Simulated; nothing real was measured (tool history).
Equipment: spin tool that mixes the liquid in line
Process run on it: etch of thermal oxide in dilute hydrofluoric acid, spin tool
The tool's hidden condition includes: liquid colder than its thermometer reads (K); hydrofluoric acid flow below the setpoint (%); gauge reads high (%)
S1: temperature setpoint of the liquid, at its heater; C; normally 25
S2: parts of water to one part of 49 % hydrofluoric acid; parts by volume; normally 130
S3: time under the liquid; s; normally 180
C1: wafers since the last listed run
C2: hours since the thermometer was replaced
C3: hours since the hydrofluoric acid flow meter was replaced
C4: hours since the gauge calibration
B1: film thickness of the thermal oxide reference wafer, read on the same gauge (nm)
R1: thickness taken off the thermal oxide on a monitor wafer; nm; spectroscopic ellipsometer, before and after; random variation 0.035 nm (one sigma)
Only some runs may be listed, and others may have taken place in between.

| run | hour | S1 | S2 | S3 | C1 | C2 | C3 | C4 | B1 | R1 |
|---|---|---|---|---|---|---|---|---|---|---|
| 1 | 0 | 25 | 130 | 180 | 0 | 2198.5 | 879.4 | 269.5 | 120.02 | 5.76 |
| 2 | 58.9 | 25 | 130 | 180 | 361 | 2257.4 | 938.3 | 328.4 | 119.98 | 5.68 |
| 3 | 103.3 | 25 | 130 | 180 | 272 | 2301.8 | 982.7 | 372.8 | 120 | 5.64 |
| 4 | 131.6 | 25 | 130 | 180 | 173 | 2330.1 | 1011 | 401.1 | 119.98 | 5.64 |
| 5 | 162.1 | 25 | 130 | 180 | 186 | 2360.6 | 1041.5 | 431.6 | 119.98 | 5.63 |
| 6 | 228 | 25 | 130 | 180 | 404 | 2426.5 | 1107.4 | 497.5 | 120.01 | 5.63 |
| 7 | 398.7 | 25 | 130 | 180 | 1046 | 2597.2 | 1278.1 | 668.2 | 120.01 | 5.6 |
|  | 445.3 | gauge calibrated |
| 8 | 468.4 | 25 | 130 | 180 | 427 | 2666.9 | 1347.8 | 23.1 | 119.99 | 5.54 |
| 9 | 515.6 | 25 | 130 | 180 | 289 | 2714.1 | 1395 | 70.3 | 120 | 5.57 |
|  | 667.9 | thermometer replaced |
| 10 | 680.9 | 25 | 130 | 180 | 1007 | 13 | 1560.3 | 235.6 | 120.01 | 5.5 |
| 11 | 744.8 | 25 | 130 | 180 | 391 | 76.9 | 1624.2 | 299.5 | 120.02 | 5.48 |
| 12 | 788.6 | 25 | 130 | 180 | 268 | 120.7 | 1668 | 343.3 | 119.98 | 5.41 |
| 13 | 821.1 | 27 | 130 | 180 | 199 | 153.2 | 1700.5 | 375.8 | 120.07 | 5.92 |
|  | 860 | hydrofluoric acid flow meter replaced |
| 14 | 869.8 | 22.5 | 90 | 220 | 292 | 201.9 | 9.8 | 424.5 | 120.01 | 10.01 |
| 15 | 911 | 29.5 | 150 | 240 | 252 | 243.1 | 51 | 465.7 | 120.03 | 7.95 |
| 16 | 956.3 | 23 | 180 | 180 | 277 | 288.4 | 96.3 | 511 | 120.02 | 3.72 |
| 17 | 1018.4 | 25 | 130 | 180 | 380 | 350.5 | 158.4 | 573.1 | 120 | 5.92 |
| 18 | 1063.6 | 20.5 | 105 | 285 | 277 | 395.7 | 203.6 | 618.3 | 119.95 | 9.92 |
| 19 | 1100.1 | 27.5 | 145 | 235 | 223 | 432.2 | 240.1 | 654.8 | 120 | 7.39 |
| 20 | 1154.5 | 23 | 130 | 180 | 333 | 486.6 | 294.5 | 709.2 | 120.01 | 5.45 |
|  | 1182.8 | gauge calibrated |
| 21 | 1199.5 | 25 | 130 | 180 | 275 | 531.6 | 339.5 | 16.7 | 120.02 | 5.87 |

Consider 4 possible next runs. They are alternatives, not a sequence: every one starts from the tool as it was left by run 21. What does each give?
| A | 1200 | 25 | 130 | 180 | 3 | 532.1 | 340 | 17.2 | ? | ? |
| B | 1200 | 22 | 75 | 90 | 3 | 532.1 | 340 | 17.2 | ? | ? |
| C | 1200 | 23.5 | 130 | 250 | 3 | 532.1 | 340 | 17.2 | ? | ? |
| D | 1200 | 25 | 130 | 105 | 3 | 532.1 | 340 | 17.2 | ? | ? |

| run | B1 | R1 |
|---|---|---|
| A | 120 | 5.9 |
| B | 120 | 4.86 |
| C | 120 | 7.74 |
| D | 120 | 3.44 |
Had the tool no hidden state, the same runs would have come out as:
| run | R1 |
|---|---|
| A | 6.03 |
| B | 4.96 |
| C | 7.91 |
| D | 3.52 |
